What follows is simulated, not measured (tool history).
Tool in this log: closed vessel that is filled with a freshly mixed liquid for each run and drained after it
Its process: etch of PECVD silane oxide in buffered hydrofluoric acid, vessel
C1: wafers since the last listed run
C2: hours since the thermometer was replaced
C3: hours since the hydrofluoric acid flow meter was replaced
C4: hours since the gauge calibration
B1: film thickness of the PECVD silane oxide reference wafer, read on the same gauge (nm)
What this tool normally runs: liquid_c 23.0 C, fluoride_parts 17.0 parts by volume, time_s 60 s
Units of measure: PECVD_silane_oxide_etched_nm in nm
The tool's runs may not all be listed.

{"run": 1, "hour": 0.0, "liquid_c": 23.0, "fluoride_parts": 17.0, "time_s": 70, "C1": 0, "C2": 2178.4, "C3": 584.1, "C4": 308.8, "B1": 150.01, "PECVD_silane_oxide_etched_nm": 128.11}
{"run": 2, "hour": 22.9, "liquid_c": 23.0, "fluoride_parts": 17.0, "time_s": 70, "C1": 3202, "C2": 2201.3, "C3": 607.0, "C4": 331.7, "B1": 150.02, "PECVD_silane_oxide_etched_nm": 127.19}
{"run": 3, "hour": 52.0, "liquid_c": 23.0, "fluoride_parts": 17.0, "time_s": 60, "C1": 4069, "C2": 2230.4, "C3": 636.1, "C4": 360.8, "B1": 150.01, "PECVD_silane_oxide_etched_nm": 110.06}
{"run": 4, "hour": 79.7, "liquid_c": 21.5, "fluoride_parts": 17.0, "time_s": 60, "C1": 3873, "C2": 2258.1, "C3": 663.8, "C4": 388.5, "B1": 149.98, "PECVD_silane_oxide_etched_nm": 101.14}
{"run": 5, "hour": 129.4, "liquid_c": 21.5, "fluoride_parts": 17.0, "time_s": 60, "C1": 6949, "C2": 2307.8, "C3": 713.5, "C4": 438.2, "B1": 150.01, "PECVD_silane_oxide_etched_nm": 100.47}
{"run": 6, "hour": 148.6, "liquid_c": 23.0, "fluoride_parts": 17.0, "time_s": 85, "C1": 2684, "C2": 2327.0, "C3": 732.7, "C4": 457.4, "B1": 149.98, "PECVD_silane_oxide_etched_nm": 154.83}
{"run": 7, "hour": 175.0, "liquid_c": 23.0, "fluoride_parts": 17.0, "time_s": 60, "C1": 3691, "C2": 2353.4, "C3": 759.1, "C4": 483.8, "B1": 150.0, "PECVD_silane_oxide_etched_nm": 108.79}
{"run": 8, "hour": 194.4, "liquid_c": 23.0, "fluoride_parts": 17.0, "time_s": 60, "C1": 2712, "C2": 2372.8, "C3": 778.5, "C4": 503.2, "B1": 150.0, "PECVD_silane_oxide_etched_nm": 108.6}
{"hour": 201.9, "done": "hydrofluoric acid flow meter replaced"}
{"run": 9, "hour": 207.8, "liquid_c": 23.0, "fluoride_parts": 17.0, "time_s": 60, "C1": 1733, "C2": 2386.2, "C3": 5.9, "C4": 516.6, "B1": 150.01, "PECVD_silane_oxide_etched_nm": 103.97}
{"run": 10, "hour": 290.5, "liquid_c": 23.0, "fluoride_parts": 17.0, "time_s": 60, "C1": 11564, "C2": 2468.9, "C3": 88.6, "C4": 599.3, "B1": 150.0, "PECVD_silane_oxide_etched_nm": 103.78}
{"run": 11, "hour": 313.3, "liquid_c": 23.0, "fluoride_parts": 17.0, "time_s": 40, "C1": 3188, "C2": 2491.7, "C3": 111.4, "C4": 622.1, "B1": 150.01, "PECVD_silane_oxide_etched_nm": 69.23}
{"run": 12, "hour": 338.1, "liquid_c": 23.0, "fluoride_parts": 17.0, "time_s": 40, "C1": 3467, "C2": 2516.5, "C3": 136.2, "C4": 646.9, "B1": 150.0, "PECVD_silane_oxide_etched_nm": 69.39}
{"run": 13, "hour": 363.8, "liquid_c": 23.0, "fluoride_parts": 17.0, "time_s": 40, "C1": 3593, "C2": 2542.2, "C3": 161.9, "C4": 672.6, "B1": 150.01, "PECVD_silane_oxide_etched_nm": 69.48}
{"run": 14, "hour": 394.4, "liquid_c": 23.0, "fluoride_parts": 17.0, "time_s": 60, "C1": 4279, "C2": 2572.8, "C3": 192.5, "C4": 703.2, "B1": 150.0, "PECVD_silane_oxide_etched_nm": 104.14}
{"hour": 411.0, "done": "thermometer replaced"}
{"run": 15, "hour": 411.8, "liquid_c": 23.0, "fluoride_parts": 17.0, "time_s": 60, "C1": 2293, "C2": 0.8, "C3": 209.9, "C4": 720.6, "B1": 150.0, "PECVD_silane_oxide_etched_nm": 118.0}
{"run": 16, "hour": 436.3, "liquid_c": 25.0, "fluoride_parts": 14.5, "time_s": 75, "C1": 3426, "C2": 25.3, "C3": 234.4, "C4": 745.1, "B1": 150.01, "PECVD_silane_oxide_etched_nm": 193.04}
{"run": 17, "hour": 451.2, "liquid_c": 19.0, "fluoride_parts": 11.0, "time_s": 30, "C1": 2083, "C2": 40.2, "C3": 249.3, "C4": 760.0, "B1": 150.0, "PECVD_silane_oxide_etched_nm": 72.41}
{"run": 18, "hour": 463.8, "liquid_c": 20.0, "fluoride_parts": 17.0, "time_s": 30, "C1": 1761, "C2": 52.8, "C3": 261.9, "C4": 772.6, "B1": 149.99, "PECVD_silane_oxide_etched_nm": 50.29}
{"run": 19, "hour": 478.1, "liquid_c": 27.0, "fluoride_parts": 17.0, "time_s": 30, "C1": 1999, "C2": 67.1, "C3": 276.2, "C4": 786.9, "B1": 149.99, "PECVD_silane_oxide_etched_nm": 74.02}
{"hour": 482.1, "done": "gauge calibrated"}
{"run": 20, "hour": 494.4, "liquid_c": 25.0, "fluoride_parts": 19.0, "time_s": 95, "C1": 2279, "C2": 83.4, "C3": 292.5, "C4": 12.3, "B1": 149.99, "PECVD_silane_oxide_etched_nm": 186.54}
{"run": 21, "hour": 513.3, "liquid_c": 21.5, "fluoride_parts": 17.0, "time_s": 60, "C1": 2642, "C2": 102.3, "C3": 311.4, "C4": 31.2, "B1": 149.99, "PECVD_silane_oxide_etched_nm": 109.22}
{"run": 22, "hour": 533.8, "liquid_c": 20.5, "fluoride_parts": 10.0, "time_s": 50, "C1": 2866, "C2": 122.8, "C3": 331.9, "C4": 51.7, "B1": 150.0, "PECVD_silane_oxide_etched_nm": 143.16}
{"run": 23, "hour": 546.7, "liquid_c": 23.0, "fluoride_parts": 14.5, "time_s": 80, "C1": 1803, "C2": 135.7, "C3": 344.8, "C4": 64.6, "B1": 149.98, "PECVD_silane_oxide_etched_nm": 182.99}
{"run": 24, "hour": 575.2, "liquid_c": 26.5, "fluoride_parts": 13.0, "time_s": 35, "C1": 3985, "C2": 164.2, "C3": 373.3, "C4": 93.1, "B1": 150.0, "PECVD_silane_oxide_etched_nm": 109.15}
{"run": 25, "hour": 600.4, "liquid_c": 25.0, "fluoride_parts": 15.0, "time_s": 30, "C1": 3523, "C2": 189.4, "C3": 398.5, "C4": 118.3, "B1": 150.01, "PECVD_silane_oxide_etched_nm": 74.5}
{"run": 26, "hour": 629.6, "liquid_c": 23.0, "fluoride_parts": 17.0, "time_s": 60, "C1": 4083, "C2": 218.6, "C3": 427.7, "C4": 147.5, "B1": 150.0, "PECVD_silane_oxide_etched_nm": 118.36}
{"run": 27, "hour": 659.5, "liquid_c": 23.0, "fluoride_parts": 14.5, "time_s": 60, "C1": 4181, "C2": 248.5, "C3": 457.6, "C4": 177.4, "B1": 149.99, "PECVD_silane_oxide_etched_nm": 138.01}
{"run": 28, "hour": 686.4, "liquid_c": 18.0, "fluoride_parts": 17.0, "time_s": 60, "C1": 3761, "C2": 275.4, "C3": 484.5, "C4": 204.3, "B1": 150.0, "PECVD_silane_oxide_etched_nm": 89.82}
{"run": 29, "hour": 750.9, "liquid_c": 24.5, "fluoride_parts": 13.5, "time_s": 95, "C1": 9019, "C2": 339.9, "C3": 549.0, "C4": 268.8, "B1": 149.99, "PECVD_silane_oxide_etched_nm": 255.65}
{"run": 30, "hour": 766.0, "liquid_c": 23.0, "fluoride_parts": 17.0, "time_s": 70, "C1": 2111, "C2": 355.0, "C3": 564.1, "C4": 283.9, "B1": 150.01, "PECVD_silane_oxide_etched_nm": 138.68}
{"run": 31, "hour": 791.6, "liquid_c": 23.0, "fluoride_parts": 19.5, "time_s": 60, "C1": 3579, "C2": 380.6, "C3": 589.7, "C4": 309.5, "B1": 149.99, "PECVD_silane_oxide_etched_nm": 104.2}
{"run": 32, "hour": 807.9, "liquid_c": 20.0, "fluoride_parts": 19.0, "time_s": 60, "C1": 2279, "C2": 396.9, "C3": 606.0, "C4": 325.8, "B1": 150.0, "PECVD_silane_oxide_etched_nm": 90.5}

A few steps of PECVD_silane_oxide_etched_nm between consecutive runs. Split each: what settings, incoming material and random variation would produce without the hidden state, and what is left over for the hidden state, along with gauge scatter present in only one of the two compared results (measured, and without hidden state):
Unlogged tool condition in this case: liquid colder than its thermometer reads (K); hydrofluoric acid flow above the setpoint (%); gauge reads high (%).
Run 8 -> 9: hydrofluoric acid flow meter replaced. PECVD_silane_oxide_etched_nm -4.63 nm: hidden state -5.69, all else +1.06.
Run 10 -> 11: time_s 60 -> 40. PECVD_silane_oxide_etched_nm -34.55 nm: hidden state +4.50, all else -39.05.
Run 14 -> 15: thermometer replaced. PECVD_silane_oxide_etched_nm +13.86 nm: hidden state +14.33, all else -0.47.
Run 16 -> 17: liquid_c 25.0 -> 19.0, fluoride_parts 14.5 -> 11.0, time_s 75 -> 30. PECVD_silane_oxide_etched_nm -120.63 nm: hidden state -1.18, all else -119.45.
Run 28 -> 29: liquid_c 18.0 -> 24.5, fluoride_parts 17.0 -> 13.5, time_s 60 -> 95. PECVD_silane_oxide_etched_nm +165.83 nm: hidden state +2.65, all else +163.18.
Run 29 -> 30: liquid_c 24.5 -> 23.0, fluoride_parts 13.5 -> 17.0, time_s 95 -> 70. PECVD_silane_oxide_etched_nm -116.97 nm: hidden state -1.71, all else -115.26.

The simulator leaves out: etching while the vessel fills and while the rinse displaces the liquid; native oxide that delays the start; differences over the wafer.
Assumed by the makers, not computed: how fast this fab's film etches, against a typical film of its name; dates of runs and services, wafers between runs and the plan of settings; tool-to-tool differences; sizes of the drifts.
